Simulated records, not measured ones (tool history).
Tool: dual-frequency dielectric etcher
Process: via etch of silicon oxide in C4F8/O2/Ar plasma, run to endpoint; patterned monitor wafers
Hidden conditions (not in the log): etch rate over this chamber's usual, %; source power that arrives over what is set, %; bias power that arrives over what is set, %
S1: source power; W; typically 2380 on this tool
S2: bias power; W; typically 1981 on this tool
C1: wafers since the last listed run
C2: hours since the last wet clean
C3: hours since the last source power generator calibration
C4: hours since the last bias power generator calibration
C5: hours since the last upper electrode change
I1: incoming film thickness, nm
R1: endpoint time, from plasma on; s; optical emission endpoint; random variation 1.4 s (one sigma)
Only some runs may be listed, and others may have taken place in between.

run     day    S1    S2   C1     C2      C3      C4      C5      I1     R1
  1   0.000  2380  1981    0  418.4  2900.9  2676.2  1907.4  1058.6  186.5
  2   3.517  2380  1981  446  502.8  2985.3  2760.6  1991.8  1054.0  187.9
      5.871  -- wet clean of the chamber
  3   7.079  2380  1981  325   29.0  3070.8  2846.1  2077.3  1048.2  188.2
  4   8.667  2380  1981  201   67.1  3108.9  2884.2  2115.4  1056.9  188.0
  5  10.433  2680  1981  224  109.5  3151.3  2926.6  2157.8  1061.2  178.9
  6  12.188  2680  1981  222  151.6  3193.4  2968.7  2199.9  1053.9  177.4
  7  14.458  2380  1754  288  206.1  3247.9  3023.2  2254.4  1057.8  193.3
  8  16.067  2380  1754  204  244.7  3286.5  3061.8  2293.0  1052.4  192.2
  9  18.129  2380  1754  262  294.2  3336.0  3111.3  2342.5  1071.7  196.2
 10  20.912  2380  1981  353  361.0  3402.8  3178.1  2409.3  1064.6  190.1
 11  24.283  2380  1981  428  441.9  3483.7  3259.0  2490.2  1055.5  186.5
 12  26.304  2380  1981  256  490.4  3532.2  3307.5  2538.7  1058.8  187.7
 13  28.042  2800  1981  220  532.1  3573.9  3349.2  2580.4  1056.1  175.3
     29.429  -- wet clean of the chamber
 14  30.958  2800  1981  243   36.7  3643.9  3419.2  2650.4  1059.7  176.1
     33.375  -- source power generator calibrated
 15  33.688  2800  1981  325  102.2     7.5  3484.7  2715.9  1064.7  174.0
 16  35.525  2380  1981  233  146.3    51.6  3528.8  2760.0  1071.4  188.4
 17  39.862  2620  2209  551  250.4   155.7  3632.9  2864.1  1066.5  177.9
 18  41.950  2380  1981  265  300.5   205.8  3683.0  2914.2  1048.4  188.4
     42.738  -- bias power generator calibrated
 19  45.933  2380  1754  484  396.1   301.4    76.7  3009.8  1066.6  196.8
 20  49.504  1920  1981  453  481.8   387.1   162.4  3095.5  1070.4  211.5
 21  53.812  2160  1775  547  585.2   490.5   265.8  3198.9  1052.5  204.1
     55.200  -- upper electrode replaced
     55.592  -- wet clean of the chamber
 22  55.608  2620  2209   51    0.4   533.6   308.9     9.8  1058.4  174.9
 23  58.696  2380  2322  392   74.5   607.7   383.0    83.9  1058.3  181.1
 24  60.812  2960  2189  268  125.3   658.5   433.8   134.7  1058.5  167.5
 25  64.546  2380  2365  474  214.9   748.1   523.4   224.3  1074.4  184.0
 26  67.296  2380  1981  349  280.9   814.1   589.4   290.3  1065.5  190.6
 27  70.579  2130  2157  417  359.7   892.9   668.2   369.1  1068.4  197.2
 28  77.354  2670  1837  860  522.3  1055.5   830.8   531.7  1050.7  182.3
     79.854  -- wet clean of the chamber
 29  80.042  1820  2342  214    4.5  1120.0   895.3   596.2  1055.5  206.0
 30  83.096  2680  1981  388   77.8  1193.3   968.6   669.5  1051.8  176.5
 31  87.050  1810  2445  502  172.7  1288.2  1063.5   764.4  1064.3  205.3
 32  90.029  2100  2306  378  244.2  1359.7  1135.0   835.9  1053.4  192.4
 33  93.021  1860  2439  380  316.0  1431.5  1206.8   907.7  1065.4  199.8
 34  95.900  2820  2136  365  385.1  1500.6  1275.9   976.8  1057.1  169.9
     99.412  -- wet clean of the chamber
 35  99.433  2380  1981  321    0.5  1585.4  1360.7  1061.6  1058.6  187.7

Give the tool's hidden conditions for every run:
etch rate over this chamber's usual, %: 0 across all the runs
source power that arrives over what is set, %: 0 across all the runs
bias power that arrives over what is set, %: 0 across all the runs

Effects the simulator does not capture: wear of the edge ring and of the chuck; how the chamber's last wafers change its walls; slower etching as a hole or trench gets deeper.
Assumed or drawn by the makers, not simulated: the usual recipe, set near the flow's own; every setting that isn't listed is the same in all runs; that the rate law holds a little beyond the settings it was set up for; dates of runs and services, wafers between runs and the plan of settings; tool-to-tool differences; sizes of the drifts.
